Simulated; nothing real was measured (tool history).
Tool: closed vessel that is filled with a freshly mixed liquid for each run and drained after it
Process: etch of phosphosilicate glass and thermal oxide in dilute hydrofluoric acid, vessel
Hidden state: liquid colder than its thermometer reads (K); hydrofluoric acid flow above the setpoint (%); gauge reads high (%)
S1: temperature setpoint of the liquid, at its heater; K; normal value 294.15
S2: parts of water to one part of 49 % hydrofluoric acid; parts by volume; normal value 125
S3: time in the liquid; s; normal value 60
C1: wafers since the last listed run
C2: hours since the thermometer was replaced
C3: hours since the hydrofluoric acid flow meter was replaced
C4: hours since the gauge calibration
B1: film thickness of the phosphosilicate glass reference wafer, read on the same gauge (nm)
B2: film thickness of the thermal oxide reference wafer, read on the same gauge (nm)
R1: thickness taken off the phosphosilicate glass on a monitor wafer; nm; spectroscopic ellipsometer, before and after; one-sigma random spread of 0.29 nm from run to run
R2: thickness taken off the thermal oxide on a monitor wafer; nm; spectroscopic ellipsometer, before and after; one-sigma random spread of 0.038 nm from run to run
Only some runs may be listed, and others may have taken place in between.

run	hour	S1	S2	S3	C1	C2	C3	C4	B1	B2	R1	R2
1	0	294.15	125	60	0	657.7	982.9	609	29.98	130.033	32.92	2.072
2	13.2	294.15	125	60	1139	670.9	996.1	622.2	29.98	129.955	32.99	2.085
# hour 88.1: thermometer replaced
3	94.4	294.15	125	60	6924	6.3	1077.3	703.4	29.99	129.979	34.61	2.198
4	128	294.15	125	60	2901	39.9	1110.9	737	30.02	130.028	35.06	2.17
5	154.7	294.15	125	60	2305	66.6	1137.6	763.7	30.04	129.958	35.65	2.207
6	179.1	294.15	125	60	2106	91	1162	788.1	30.04	129.999	34.86	2.164
# hour 196.3: hydrofluoric acid flow meter replaced
7	197.6	294.15	95	80	1511	109.5	1.3	806.6	29.93	130.034	58.58	3.666
8	224.7	290.15	75	90	2339	136.6	28.4	833.7	30	130.004	71.43	4.625
9	241.6	294.15	125	70	1459	153.5	45.3	850.6	29.99	129.968	37.14	2.307
10	260	296.65	125	30	1588	171.9	63.7	869	30.01	130.005	17.96	1.126
11	275.7	296.15	180	50	1355	187.6	79.4	884.7	29.99	130.013	19.23	1.252
# hour 283.5: gauge calibrated
12	302	294.15	125	60	2270	213.9	105.7	18.5	30.05	129.983	32.28	2.084
13	326.7	298.15	140	60	2132	238.6	130.4	43.2	29.93	129.99	33.21	2.051
14	362.1	294.15	125	60	3056	274	165.8	78.6	30.03	130	31.76	2.028
15	433.9	291.15	160	60	6199	345.8	237.6	150.4	29.99	130.015	21.43	1.349
16	463.9	294.15	150	60	2590	375.8	267.6	180.4	30.02	130.049	26.24	1.662
17	493.7	296.65	75	85	2573	405.6	297.4	210.2	30	129.987	88.82	5.64
18	529.7	294.15	125	60	3108	441.6	333.4	246.2	29.94	130.006	32.19	2.006
19	552.9	291.15	125	60	2003	464.8	356.6	269.4	29.95	129.981	28.26	1.801
20	577	294.15	125	60	2080	488.9	380.7	293.5	30.06	130.012	31.93	2.037
21	676.4	294.15	170	60	8582	588.3	480.1	392.9	29.95	129.985	22.38	1.44

Run 22 is up next; what results do you expect?
22	689.6	294.15	125	60	1139	601.5	493.3	406.1	?	?	?	?

Logged for run 22: B1 29.99, B2 130.002, R1 32 nm, R2 2.021 nm.
Take away the tool's hidden state, keep the run-to-run variation as it was, and the same run would have given R1 32.38 nm, R2 2.045 nm.
